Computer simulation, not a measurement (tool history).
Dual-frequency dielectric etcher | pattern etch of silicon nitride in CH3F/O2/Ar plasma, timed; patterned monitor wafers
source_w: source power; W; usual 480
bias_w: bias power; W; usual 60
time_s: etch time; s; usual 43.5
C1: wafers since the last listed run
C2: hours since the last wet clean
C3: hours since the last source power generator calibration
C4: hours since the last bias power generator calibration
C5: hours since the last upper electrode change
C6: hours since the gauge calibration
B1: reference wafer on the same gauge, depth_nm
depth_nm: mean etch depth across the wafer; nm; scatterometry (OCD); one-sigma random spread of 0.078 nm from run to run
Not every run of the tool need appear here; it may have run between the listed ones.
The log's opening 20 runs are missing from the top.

run 21 hour=631.5 | source_w=480 bias_w=68 time_s=56.0 | C1=342 C2=170.3 C3=3346.7 C4=246.6 C5=59.4 C6=147.6 | B1=23.89 | depth_nm=38.68
-- hour=661.4 source power generator calibrated
-- hour=667.9 wet clean of the chamber, repeated, since the last time left the tool worse
run 22 hour=668.4 | source_w=480 bias_w=60 time_s=37.5 | C1=417 C2=0.5 C3=7.0 C4=283.5 C5=96.3 C6=184.5 | B1=23.89 | depth_nm=23.54
run 23 hour=678.1 | source_w=480 bias_w=60 time_s=37.0 | C1=153 C2=10.2 C3=16.7 C4=293.2 C5=106.0 C6=194.2 | B1=23.91 | depth_nm=23.38
run 24 hour=694.2 | source_w=530 bias_w=52 time_s=43.5 | C1=254 C2=26.3 C3=32.8 C4=309.3 C5=122.1 C6=210.3 | B1=23.90 | depth_nm=26.39
run 25 hour=717.0 | source_w=480 bias_w=60 time_s=43.5 | C1=360 C2=49.1 C3=55.6 C4=332.1 C5=144.9 C6=233.1 | B1=23.90 | depth_nm=27.39
run 26 hour=742.3 | source_w=480 bias_w=60 time_s=48.0 | C1=399 C2=74.4 C3=80.9 C4=357.4 C5=170.2 C6=258.4 | B1=23.90 | depth_nm=30.27
run 27 hour=770.4 | source_w=520 bias_w=60 time_s=31.0 | C1=443 C2=102.5 C3=109.0 C4=385.5 C5=198.3 C6=286.5 | B1=23.89 | depth_nm=20.08
run 28 hour=806.3 | source_w=480 bias_w=64 time_s=30.5 | C1=567 C2=138.4 C3=144.9 C4=421.4 C5=234.2 C6=322.4 | B1=23.90 | depth_nm=19.84
run 29 hour=820.8 | source_w=430 bias_w=64 time_s=43.5 | C1=229 C2=152.9 C3=159.4 C4=435.9 C5=248.7 C6=336.9 | B1=23.90 | depth_nm=27.48
run 30 hour=854.9 | source_w=480 bias_w=60 time_s=43.5 | C1=538 C2=187.0 C3=193.5 C4=470.0 C5=282.8 C6=371.0 | B1=23.90 | depth_nm=27.53

Predict each of these 4 candidate next runs independently; none follows another, all start after run 30:
run A hour=855.3 | source_w=480 bias_w=60 time_s=43.5 | C1=6 C2=187.4 C3=193.9 C4=470.4 C5=283.2 C6=371.4 | B1=? | depth_nm=?
run B hour=855.3 | source_w=480 bias_w=60 time_s=50.0 | C1=6 C2=187.4 C3=193.9 C4=470.4 C5=283.2 C6=371.4 | B1=? | depth_nm=?
run C hour=855.3 | source_w=580 bias_w=64 time_s=32.0 | C1=6 C2=187.4 C3=193.9 C4=470.4 C5=283.2 C6=371.4 | B1=? | depth_nm=?
run D hour=855.3 | source_w=480 bias_w=69 time_s=31.5 | C1=6 C2=187.4 C3=193.9 C4=470.4 C5=283.2 C6=371.4 | B1=? | depth_nm=?

run=A B1=23.91 depth_nm=27.73
run=B B1=23.91 depth_nm=31.87
run=C B1=23.91 depth_nm=22.26
run=D B1=23.91 depth_nm=21.46
Had the tool no hidden state, the same runs would have come out as:
run=A depth_nm=27.58
run=B depth_nm=31.71
run=C depth_nm=22.15
run=D depth_nm=21.35
